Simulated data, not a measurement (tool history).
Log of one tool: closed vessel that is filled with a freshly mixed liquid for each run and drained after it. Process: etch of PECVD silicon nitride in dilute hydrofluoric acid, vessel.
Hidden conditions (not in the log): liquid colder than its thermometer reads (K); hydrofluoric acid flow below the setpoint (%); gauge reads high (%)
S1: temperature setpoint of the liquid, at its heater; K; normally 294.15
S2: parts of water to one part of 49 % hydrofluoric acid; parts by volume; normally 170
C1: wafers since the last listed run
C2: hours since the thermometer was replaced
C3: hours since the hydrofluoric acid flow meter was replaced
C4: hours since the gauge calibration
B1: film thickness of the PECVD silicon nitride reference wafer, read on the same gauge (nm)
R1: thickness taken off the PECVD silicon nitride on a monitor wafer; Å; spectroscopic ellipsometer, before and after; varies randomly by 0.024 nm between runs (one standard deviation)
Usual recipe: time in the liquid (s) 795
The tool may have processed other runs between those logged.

{"run": 1, "day": 0.0, "S1": 291.15, "S2": 170, "time in the liquid (s)": 540, "C1": 0, "C2": 1668.1, "C3": 2519.4, "C4": 169, "B1": 120, "R1": 27.7}
{"run": 2, "day": 1.042, "S1": 291.15, "S2": 170, "time in the liquid (s)": 540, "C1": 1530, "C2": 1693.1, "C3": 2544.4, "C4": 194, "B1": 119.98, "R1": 27.5}
{"run": 3, "day": 1.775, "S1": 291.15, "S2": 170, "time in the liquid (s)": 540, "C1": 1077, "C2": 1710.7, "C3": 2562, "C4": 211.6, "B1": 119.97, "R1": 27.7}
{"run": 4, "day": 2.804, "S1": 294.15, "S2": 170, "time in the liquid (s)": 795, "C1": 1512, "C2": 1735.4, "C3": 2586.7, "C4": 236.3, "B1": 119.99, "R1": 49.4}
{"run": 5, "day": 6.221, "S1": 297.15, "S2": 170, "time in the liquid (s)": 495, "C1": 5019, "C2": 1817.4, "C3": 2668.7, "C4": 318.3, "B1": 120.05, "R1": 37.2}
{"day": 6.912, "done": "hydrofluoric acid flow meter replaced"}
{"run": 6, "day": 7.121, "S1": 297.15, "S2": 170, "time in the liquid (s)": 495, "C1": 1261, "C2": 1839, "C3": 5, "C4": 339.9, "B1": 120.02, "R1": 42.2}
{"run": 7, "day": 7.946, "S1": 297.15, "S2": 170, "time in the liquid (s)": 495, "C1": 1212, "C2": 1858.8, "C3": 24.8, "C4": 359.7, "B1": 120.01, "R1": 42.1}
{"run": 8, "day": 8.45, "S1": 294.15, "S2": 170, "time in the liquid (s)": 795, "C1": 740, "C2": 1870.9, "C3": 36.9, "C4": 371.8, "B1": 120.01, "R1": 55.5}
{"run": 9, "day": 9.142, "S1": 291.65, "S2": 215, "time in the liquid (s)": 480, "C1": 1016, "C2": 1887.5, "C3": 53.5, "C4": 388.4, "B1": 119.98, "R1": 22.5}
{"day": 9.592, "done": "thermometer replaced"}
{"run": 10, "day": 9.683, "S1": 294.15, "S2": 170, "time in the liquid (s)": 795, "C1": 734, "C2": 2.2, "C3": 66.5, "C4": 401.4, "B1": 120.03, "R1": 66.7}
{"day": 9.696, "done": "gauge calibrated"}
{"run": 11, "day": 10.771, "S1": 294.15, "S2": 200, "time in the liquid (s)": 795, "C1": 1597, "C2": 28.3, "C3": 92.6, "C4": 25.8, "B1": 119.99, "R1": 56.7}
{"run": 12, "day": 11.512, "S1": 290.15, "S2": 170, "time in the liquid (s)": 795, "C1": 1089, "C2": 46.1, "C3": 110.4, "C4": 43.6, "B1": 120.01, "R1": 50.4}
{"run": 13, "day": 12.908, "S1": 290.65, "S2": 130, "time in the liquid (s)": 795, "C1": 2050, "C2": 79.6, "C3": 143.9, "C4": 77.1, "B1": 119.93, "R1": 66.8}
{"run": 14, "day": 13.671, "S1": 295.65, "S2": 250, "time in the liquid (s)": 1060, "C1": 1120, "C2": 97.9, "C3": 162.2, "C4": 95.4, "B1": 120, "R1": 66.1}
{"run": 15, "day": 14.9, "S1": 291.65, "S2": 215, "time in the liquid (s)": 480, "C1": 1805, "C2": 127.4, "C3": 191.7, "C4": 124.9, "B1": 120.02, "R1": 26.6}

Alternative continuations, all from the tool just after run 15; predict every row:
{"run": "A", "day": 14.938, "S1": 294.15, "S2": 170, "time in the liquid (s)": 795, "C1": 55, "C2": 128.3, "C3": 192.6, "C4": 125.8, "B1": "?", "R1": "?"}
{"run": "B", "day": 14.938, "S1": 296.65, "S2": 150, "time in the liquid (s)": 1245, "C1": 55, "C2": 128.3, "C3": 192.6, "C4": 125.8, "B1": "?", "R1": "?"}
{"run": "C", "day": 14.938, "S1": 299.15, "S2": 120, "time in the liquid (s)": 590, "C1": 55, "C2": 128.3, "C3": 192.6, "C4": 125.8, "B1": "?", "R1": "?"}

run=A B1=120 R1=65.2
run=B B1=120 R1=135.9
run=C B1=120 R1=94.4
With no hidden state in the tool, these same runs would have given:
run=A R1=67.9
run=B R1=141.5
run=C R1=98.3

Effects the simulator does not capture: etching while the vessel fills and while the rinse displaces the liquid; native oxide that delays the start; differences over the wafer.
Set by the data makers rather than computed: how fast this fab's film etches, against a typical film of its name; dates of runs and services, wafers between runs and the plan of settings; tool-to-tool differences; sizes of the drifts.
